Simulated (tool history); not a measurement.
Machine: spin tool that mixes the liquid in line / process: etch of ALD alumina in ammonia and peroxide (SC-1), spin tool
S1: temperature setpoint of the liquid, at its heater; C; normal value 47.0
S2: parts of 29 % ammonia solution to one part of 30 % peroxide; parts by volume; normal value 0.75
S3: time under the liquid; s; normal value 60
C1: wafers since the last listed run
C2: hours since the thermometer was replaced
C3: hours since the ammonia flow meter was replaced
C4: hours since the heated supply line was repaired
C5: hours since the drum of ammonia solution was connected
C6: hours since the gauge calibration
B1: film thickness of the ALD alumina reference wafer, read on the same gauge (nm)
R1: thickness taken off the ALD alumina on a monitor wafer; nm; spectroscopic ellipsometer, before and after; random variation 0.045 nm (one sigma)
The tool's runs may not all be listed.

run,hour,S1,S2,S3,C1,C2,C3,C4,C5,C6,B1,R1
1,0.0,47.0,0.75,60,0,2402.9,1060.3,492.6,356.7,721.2,110.03,5.79
2,71.8,47.0,0.75,60,547,2474.7,1132.1,564.4,428.5,793.0,110.02,5.87
3,116.3,51.5,0.75,60,339,2519.2,1176.6,608.9,473.0,837.5,109.99,7.44
4,211.4,51.5,0.75,60,724,2614.3,1271.7,704.0,568.1,932.6,110.00,7.48
# hour 260.3: new drum of ammonia solution connected
5,312.4,51.5,0.75,60,762,2715.3,1372.7,805.0,52.1,1033.6,110.01,7.42
6,488.5,47.0,0.75,60,1342,2891.4,1548.8,981.1,228.2,1209.7,109.97,5.90
7,542.6,47.0,0.75,60,412,2945.5,1602.9,1035.2,282.3,1263.8,109.99,5.92
8,613.6,41.5,0.75,60,541,3016.5,1673.9,1106.2,353.3,1334.8,109.99,4.31
# hour 636.2: thermometer replaced
# hour 709.1: gauge calibrated
9,712.0,47.0,0.75,60,742,75.8,1772.3,1204.6,451.7,2.9,110.00,4.98
10,809.7,53.0,0.75,45,744,173.5,1870.0,1302.3,549.4,100.6,109.99,5.23
11,863.9,47.0,0.75,60,413,227.7,1924.2,1356.5,603.6,154.8,110.00,5.06
# hour 920.3: new drum of ammonia solution connected
# hour 921.7: ammonia flow meter replaced
12,1065.6,52.0,0.75,60,1521,429.4,143.9,1558.2,145.3,356.5,109.96,6.75
13,1121.5,47.0,0.75,60,426,485.3,199.8,1614.1,201.2,412.4,109.99,5.17
# hour 1183.8: heated supply line repaired
14,1184.1,53.0,0.90,60,469,547.9,262.4,0.3,263.8,475.0,110.04,7.60
15,1281.4,47.0,0.75,60,741,645.2,359.7,97.6,361.1,572.3,110.00,5.35
16,1364.6,56.5,0.55,40,634,728.4,442.9,180.8,444.3,655.5,110.04,5.82
17,1448.8,42.5,1.00,25,641,812.6,527.1,265.0,528.5,739.7,110.01,1.79
18,1490.1,54.5,1.10,40,314,853.9,568.4,306.3,569.8,781.0,110.02,5.54

4 ways to go on from here, each from the tool as it stands after run 18. What would each give?
A,1490.5,56.5,0.75,60,3,854.3,568.8,306.7,570.2,781.4,?,?
B,1490.5,38.0,0.40,95,3,854.3,568.8,306.7,570.2,781.4,?,?
C,1490.5,43.5,1.00,60,3,854.3,568.8,306.7,570.2,781.4,?,?
D,1490.5,52.0,0.95,80,3,854.3,568.8,306.7,570.2,781.4,?,?

run,B1,R1
A,110.00,9.03
B,110.00,4.79
C,110.00,4.55
D,110.00,9.69
With the hidden condition removed and each run's random variation left untouched, the same runs would have given:
run,R1
A,8.72
B,4.61
C,4.39
D,9.35

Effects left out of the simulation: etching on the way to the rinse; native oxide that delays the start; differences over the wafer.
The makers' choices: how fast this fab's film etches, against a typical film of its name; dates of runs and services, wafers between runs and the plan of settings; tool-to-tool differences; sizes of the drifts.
